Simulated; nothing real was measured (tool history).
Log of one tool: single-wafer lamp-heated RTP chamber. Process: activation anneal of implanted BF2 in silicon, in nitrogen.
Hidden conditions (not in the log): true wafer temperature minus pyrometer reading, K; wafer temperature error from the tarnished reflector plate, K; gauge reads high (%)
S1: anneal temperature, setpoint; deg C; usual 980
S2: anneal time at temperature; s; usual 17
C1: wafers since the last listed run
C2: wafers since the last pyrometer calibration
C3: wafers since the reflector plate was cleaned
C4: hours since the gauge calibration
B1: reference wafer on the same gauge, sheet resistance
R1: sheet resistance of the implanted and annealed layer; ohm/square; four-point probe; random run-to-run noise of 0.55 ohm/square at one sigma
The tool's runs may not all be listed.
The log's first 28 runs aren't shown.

run    hour    S1  S2    C1    C2    C3     C4      B1      R1
 29  1339.9   980  17   507  5001   934  144.5  205.86  180.12
 30  1535.3   980  17  1895  6897  2829  339.9  206.25  182.19
 31  1638.0   950  17   996  7894  3826  442.6  205.95  218.12
 32  1663.6  1005  17   248  8142  4074  468.2  206.08  154.94
 33  1701.5  1000  24   367  8510  4442  506.1  206.12  153.56
     1722.3  -- pyrometer window cleaned and pyrometer calibrated
 34  1726.7   980  26   166    42  4609  531.3  205.83  172.60
 35  1792.3   965  22   636   679  5245  596.9  206.03  194.75
 36  1825.1   980   8   318   997  5564  629.7  205.94  188.71

Alternative continuations, all from the tool just after run 36; predict every row:
  A  1825.5   980  17   3  1001  5568  630.1   ?   ?
  B  1825.5   957  26   3  1001  5568  630.1   ?   ?
  C  1825.5   964  21   3  1001  5568  630.1   ?   ?
  D  1825.5   952  22   3  1001  5568  630.1   ?   ?
  E  1825.5  1008  17   3  1001  5568  630.1   ?   ?

run      B1      R1
  A  206.23  180.49
  B  206.23  202.46
  C  206.23  196.51
  D  206.23  211.76
  E  206.23  152.14
Had the tool no hidden state, the same runs would have come out as:
run      R1
  A  182.76
  B  205.18
  C  199.07
  D  214.48
  E  153.85

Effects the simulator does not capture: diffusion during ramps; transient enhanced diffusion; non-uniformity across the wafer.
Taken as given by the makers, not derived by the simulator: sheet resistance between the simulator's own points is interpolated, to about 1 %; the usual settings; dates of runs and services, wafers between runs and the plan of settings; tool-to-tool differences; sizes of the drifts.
